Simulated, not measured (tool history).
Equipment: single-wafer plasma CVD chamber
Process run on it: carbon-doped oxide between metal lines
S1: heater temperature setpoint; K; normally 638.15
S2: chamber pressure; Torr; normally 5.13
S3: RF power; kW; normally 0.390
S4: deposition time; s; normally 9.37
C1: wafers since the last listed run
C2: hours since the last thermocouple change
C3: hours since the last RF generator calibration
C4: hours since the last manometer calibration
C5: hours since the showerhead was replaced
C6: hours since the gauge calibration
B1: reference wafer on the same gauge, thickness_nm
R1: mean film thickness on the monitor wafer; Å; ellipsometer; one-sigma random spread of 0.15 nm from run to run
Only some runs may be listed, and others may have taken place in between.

run	hour	S1	S2	S3	S4	C1	C2	C3	C4	C5	C6	B1	R1
1	0.0	638.15	5.13	0.445	9.37	0	1449.7	1652.1	1349.9	2929.8	1123.2	45.606	427.93
2	54.1	638.15	5.13	0.430	9.37	1785	1503.8	1706.2	1404.0	2983.9	1177.3	45.554	413.52
3	346.1	638.15	5.13	0.430	9.37	9635	1795.8	1998.2	1696.0	3275.9	1469.3	45.617	411.31
4	438.0	638.15	4.21	0.390	9.37	3032	1887.7	2090.1	1787.9	3367.8	1561.2	45.552	365.15
5	483.7	638.15	5.13	0.370	10.74	1508	1933.4	2135.8	1833.6	3413.5	1606.9	45.545	406.18
6	555.5	638.15	5.13	0.390	9.37	2369	2005.2	2207.6	1905.4	3485.3	1678.7	45.601	375.39
# hour 606.1: RF generator calibrated
7	701.5	638.15	5.13	0.390	9.37	4553	2151.2	95.4	2051.4	3631.3	1824.7	45.523	391.22
8	760.1	638.15	4.64	0.390	9.37	1933	2209.8	154.0	2110.0	3689.9	1883.3	45.614	382.33
# hour 845.5: capacitance manometer re-zeroed and calibrated
9	846.0	638.15	5.13	0.390	10.77	2570	2295.7	239.9	0.5	3775.8	1969.2	45.547	444.21
# hour 1088.3: showerhead replaced
10	1088.8	638.15	5.13	0.390	10.77	7748	2538.5	482.7	243.3	0.5	2212.0	45.519	440.93
11	1133.2	644.15	5.13	0.390	10.64	1465	2582.9	527.1	287.7	44.9	2256.4	45.685	428.58
# hour 1165.3: thermocouple changed; heater temperature recalibrated
12	1232.1	638.15	5.13	0.390	9.37	2999	66.8	626.0	386.6	143.8	2355.3	45.545	383.99
13	1303.5	638.15	5.13	0.390	9.37	2356	138.2	697.4	458.0	215.2	2426.7	45.605	380.70
14	1348.1	643.15	5.97	0.410	8.75	1471	182.8	742.0	502.6	259.8	2471.3	45.560	375.73
15	1385.6	638.15	5.13	0.390	9.37	1237	220.3	779.5	540.1	297.3	2508.8	45.613	378.89
16	1438.8	624.15	5.13	0.390	9.37	1755	273.5	832.7	593.3	350.5	2562.0	45.606	394.06
17	1523.6	638.15	5.13	0.390	9.37	2798	358.3	917.5	678.1	435.3	2646.8	45.642	379.43
18	1573.9	638.15	5.13	0.390	9.37	1659	408.6	967.8	728.4	485.6	2697.1	45.590	375.60
19	1629.0	627.15	4.25	0.390	9.37	1818	463.7	1022.9	783.5	540.7	2752.2	45.618	380.05
20	1670.7	638.15	5.13	0.465	9.37	1376	505.4	1064.6	825.2	582.4	2793.9	45.659	443.86
# hour 1715.2: gauge calibrated
21	1771.8	638.15	3.87	0.390	9.37	3336	606.5	1165.7	926.3	683.5	56.6	45.589	365.24
22	1847.0	649.15	5.13	0.390	9.37	2481	681.7	1240.9	1001.5	758.7	131.8	45.562	366.12
23	1884.5	638.15	3.96	0.390	9.37	1237	719.2	1278.4	1039.0	796.2	169.3	45.556	362.72
24	1988.9	638.15	5.13	0.410	10.07	3445	823.6	1382.8	1143.4	900.6	273.7	45.584	424.20
25	2082.5	638.15	5.13	0.465	9.37	3088	917.2	1476.4	1237.0	994.2	367.3	45.576	440.91
26	2145.5	643.15	5.13	0.315	11.11	2078	980.2	1539.4	1300.0	1057.2	430.3	45.622	348.74
27	2201.6	638.15	4.01	0.410	7.83	1851	1036.3	1595.5	1356.1	1113.3	486.4	45.626	320.44
28	2271.3	623.15	6.19	0.390	9.37	2300	1106.0	1665.2	1425.8	1183.0	556.1	45.597	399.60

Forecast each of these 4 alternatives for the next run:
A	2271.7	638.15	5.13	0.390	7.98	13	1106.4	1665.6	1426.2	1183.4	556.5	?	?
B	2271.7	638.15	5.13	0.440	9.37	13	1106.4	1665.6	1426.2	1183.4	556.5	?	?
C	2271.7	642.15	6.28	0.325	9.37	13	1106.4	1665.6	1426.2	1183.4	556.5	?	?
D	2271.7	623.15	5.13	0.420	10.33	13	1106.4	1665.6	1426.2	1183.4	556.5	?	?

run	B1	R1
A	45.568	319.89
B	45.568	420.62
C	45.568	313.16
D	45.568	463.90
Without the tool's hidden state the same runs would have given:
run	R1
A	338.35
B	444.12
C	332.15
D	489.83
